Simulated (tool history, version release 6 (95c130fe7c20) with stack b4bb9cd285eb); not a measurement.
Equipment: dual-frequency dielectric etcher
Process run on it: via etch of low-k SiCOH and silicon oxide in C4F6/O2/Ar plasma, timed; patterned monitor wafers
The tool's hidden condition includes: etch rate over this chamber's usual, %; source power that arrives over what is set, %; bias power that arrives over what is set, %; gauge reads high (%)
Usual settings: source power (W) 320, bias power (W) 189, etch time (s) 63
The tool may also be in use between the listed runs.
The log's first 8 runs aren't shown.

run     day  source power (W)  bias power (W)  etch time (s)  wafers since the last listed run  hours since the last wet clean  hours since the last source power generator calibration  hours since the last bias power generator calibration  hours since the last upper electrode change  hours since the gauge calibration  read-back reference wafer on the same gauge, depth_nm  mean etch depth across the wafer (Å)
     18.758  -- source power generator calibrated
  9  22.471               390             213             70                              1345                             547                                                     89.1                                                 1632.5                                       4946.4                              114.2                                                  157.8                                  2018
 10      25               260             204           57.5                               804                           607.7                                                    149.8                                                 1693.2                                       5007.1                              174.9                                                    158                                  1327
     29.404  -- wet clean of the chamber
 11  29.425               260             208           73.5                              1088                             0.5                                                      256                                                 1799.4                                       5113.3                              281.1                                                  157.9                                  1788
      31.15  -- bias power generator calibrated
 12  33.112               320             189           78.5                              1119                              89                                                    344.5                                                   47.1                                       5201.8                              369.6                                                    158                                  2066
 13  37.108               280             221           71.5                              1270                           184.9                                                    440.4                                                    143                                       5297.7                              465.5                                                    158                                  1831
 14  38.933               390             167             57                               580                           228.7                                                    484.2                                                  186.8                                       5341.5                              509.3                                                    158                                  1558
 15  43.412               380             154             52                              1423                           336.2                                                    591.7                                                  294.3                                         5449                              616.8                                                  157.8                                  1353
     44.608  -- upper electrode replaced, of another model than before
 16  47.733               320             159             63                              1055                           439.9                                                    695.4                                                    398                                           75                              720.5                                                  158.1                                  1470
 17  51.338               320             224             51                              1145                           526.4                                                    781.9                                                  484.5                                        161.5                                807                                                  158.4                                  1407
 18  55.196               320             189             63                              1226                             619                                                    874.5                                                  577.1                                        254.1                              899.6                                                    158                                  1601
 19  57.754               350             189             78                               813                           680.4                                                    935.9                                                  638.5                                        315.5                                961                                                  158.1                                  2091
 20  59.546               320             189             63                               569                           723.4                                                    978.9                                                  681.5                                        358.5                               1004                                                  157.7                                  1591
     61.592  -- wet clean of the chamber
 21  61.796               350             176           73.5                               397                             4.9                                                   1032.9                                                  735.5                                        412.5                               1058                                                    158                                  1956
 22  64.508               320             189             63                               862                              70                                                     1098                                                  800.6                                        477.6                             1123.1                                                  157.9                                  1631
 23  71.954               290             177             57                              2367                           248.7                                                   1276.7                                                  979.3                                        656.3                             1301.8                                                  157.8                                  1300

Expected results for the next run?
 24  76.438               360             162           70.5                              1425                           356.3                                                   1384.3                                                 1086.9                                        763.9                             1409.4                                                      ?                                     ?

read-back reference wafer on the same gauge, depth_nm: 158.1
mean etch depth across the wafer (Å): 1771
Without the tool's hidden state the same run would have given mean etch depth across the wafer (Å) 1824.
